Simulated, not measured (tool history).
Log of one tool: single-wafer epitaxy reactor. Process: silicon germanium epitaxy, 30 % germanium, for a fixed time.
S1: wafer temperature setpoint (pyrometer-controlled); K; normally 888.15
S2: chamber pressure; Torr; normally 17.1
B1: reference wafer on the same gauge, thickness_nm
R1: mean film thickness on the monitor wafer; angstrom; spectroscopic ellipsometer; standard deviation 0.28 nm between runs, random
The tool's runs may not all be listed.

Run 1, hour 0: usual settings but S1 884.15 K; B1 74.178. Result: R1 691.62 angstrom.
Run 2, hour 104.7: usual settings but S1 884.15 K; B1 74.071. Result: R1 689.77 angstrom.
Run 3, hour 199: usual settings; B1 74.098. Result: R1 738.9 angstrom.
Run 4, hour 253.3: usual settings; B1 74.012. Result: R1 744.6 angstrom.
Run 5, hour 357.2: usual settings; B1 73.961. Result: R1 740.43 angstrom.
Run 6, hour 454.3: usual settings; B1 73.951. Result: R1 739.7 angstrom.
Run 7, hour 526.9: usual settings but S1 883.15 K; B1 73.849. Result: R1 677.11 angstrom.
Run 8, hour 616.4: usual settings but S1 883.15 K; B1 73.685. Result: R1 681.08 angstrom.
Run 9, hour 697.6: usual settings; B1 73.554. Result: R1 734.82 angstrom.
Run 10, hour 800.7: usual settings; B1 73.471. Result: R1 739.66 angstrom.
Run 11, hour 898.8: usual settings; B1 73.213. Result: R1 731.91 angstrom.
Run 12, hour 1074.8: usual settings but S1 891.15 K, S2 18.3 Torr; B1 72.922. Result: R1 783.36 angstrom.
Run 13, hour 1124.6: usual settings; B1 72.782. Result: R1 730.32 angstrom.
Run 14, hour 1176.7: usual settings; B1 72.657. Result: R1 726.69 angstrom.
Run 15, hour 1274.9: usual settings; B1 72.369. Result: R1 723.39 angstrom.
Run 16, hour 1340.2: usual settings; B1 72.24. Result: R1 724.71 angstrom.
Run 17, hour 1379.5: usual settings; B1 72.144. Result: R1 723.83 angstrom.
Run 18, hour 1471.9: usual settings; B1 71.855. Result: R1 717.21 angstrom.
Run 19, hour 1516: usual settings but S1 874.15 K; B1 71.752. Result: R1 563.95 angstrom.
Run 20, hour 1613.2: usual settings but S1 893.15 K, S2 14.4 Torr; B1 74.285. Result: R1 767.7 angstrom.
Run 21, hour 1665.6: usual settings but S1 876.15 K, S2 20.6 Torr; B1 74.308. Result: R1 643.43 angstrom.
Run 22, hour 1724.6: usual settings; B1 74.219. Result: R1 747.03 angstrom.
Run 23, hour 1852.5: usual settings; B1 74.275. Result: R1 744.56 angstrom.
Run 24, hour 1926.1: usual settings but S2 14.2 Torr; B1 74.134. Result: R1 696.22 angstrom.
Run 25, hour 1972: usual settings but S1 881.15 K, S2 20.5 Torr; B1 73.94. Result: R1 700.36 angstrom.
Run 26, hour 2068.9: usual settings; B1 73.917. Result: R1 743.49 angstrom.
Run 27, hour 2121.4: usual settings; B1 73.954. Result: R1 737.02 angstrom.
Run 28, hour 2200: usual settings but S1 899.15 K, S2 20.1 Torr; B1 73.767. Result: R1 941.59 angstrom.
Run 29, hour 2277.3: usual settings but S1 880.15 K, S2 21.1 Torr; B1 73.597. Result: R1 693.25 angstrom.
Run 30, hour 2325.6: usual settings but S1 892.15 K, S2 21 Torr; B1 73.628. Result: R1 847.85 angstrom.
Run 31, hour 2362.1: usual settings but S1 875.15 K; B1 73.482. Result: R1 590.15 angstrom.
Run 32, hour 2423.5: usual settings but S1 895.15 K; B1 73.458. Result: R1 834.24 angstrom.
Run 33, hour 2481.8: usual settings but S1 901.15 K, S2 19.3 Torr; B1 73.28. Result: R1 953.58 angstrom.
Run 34, hour 2539.7: usual settings; B1 73.281. Result: R1 731.52 angstrom.
Run 35, hour 2628.8: usual settings but S1 883.15 K; B1 72.965. Result: R1 667.75 angstrom.
Run 36, hour 2693.1: usual settings; B1 72.909. Result: R1 732.83 angstrom.

Between the runs listed above, the log contained 7 entries, not reproduced here. Where in the sequence does each belong, and how does what the log doesn't record of the tool's condition differ from the listed run before to the listed run after?
From run 4 to run 5: pyrometer calibrated (hour 296.1)
  gauge reads high (%): -0.261 -> -0.348
  measured result minus the result with no hidden state, R1: -1.95 -> -2.59 angstrom
From run 7 to run 8: capacitance manometer re-zeroed and calibrated (hour 597.7)
  gauge reads high (%): -0.555 -> -0.696
  measured result minus the result with no hidden state, R1: -3.78 -> -4.77 angstrom
From run 13 to run 14: pyrometer calibrated (hour 1173.3)
  gauge reads high (%): -1.91 -> -2.08
  measured result minus the result with no hidden state, R1: -14.26 -> -15.43 angstrom
From run 19 to run 20: gauge calibrated (hour 1532)
  gauge reads high (%): -3.34 -> 0.0617
  measured result minus the result with no hidden state, R1: -19.47 -> +0.47 angstrom
From run 21 to run 22: showerhead replaced (hour 1699.7); capacitance manometer re-zeroed and calibrated (hour 1720.3)
  gauge reads high (%): 0.0462 -> 0.0197
  measured result minus the result with no hidden state, R1: +0.29 -> +0.14 angstrom
From run 25 to run 26: pyrometer calibrated (hour 1984.6)
  gauge reads high (%): -0.196 -> -0.326
  measured result minus the result with no hidden state, R1: -1.37 -> -2.43 angstrom
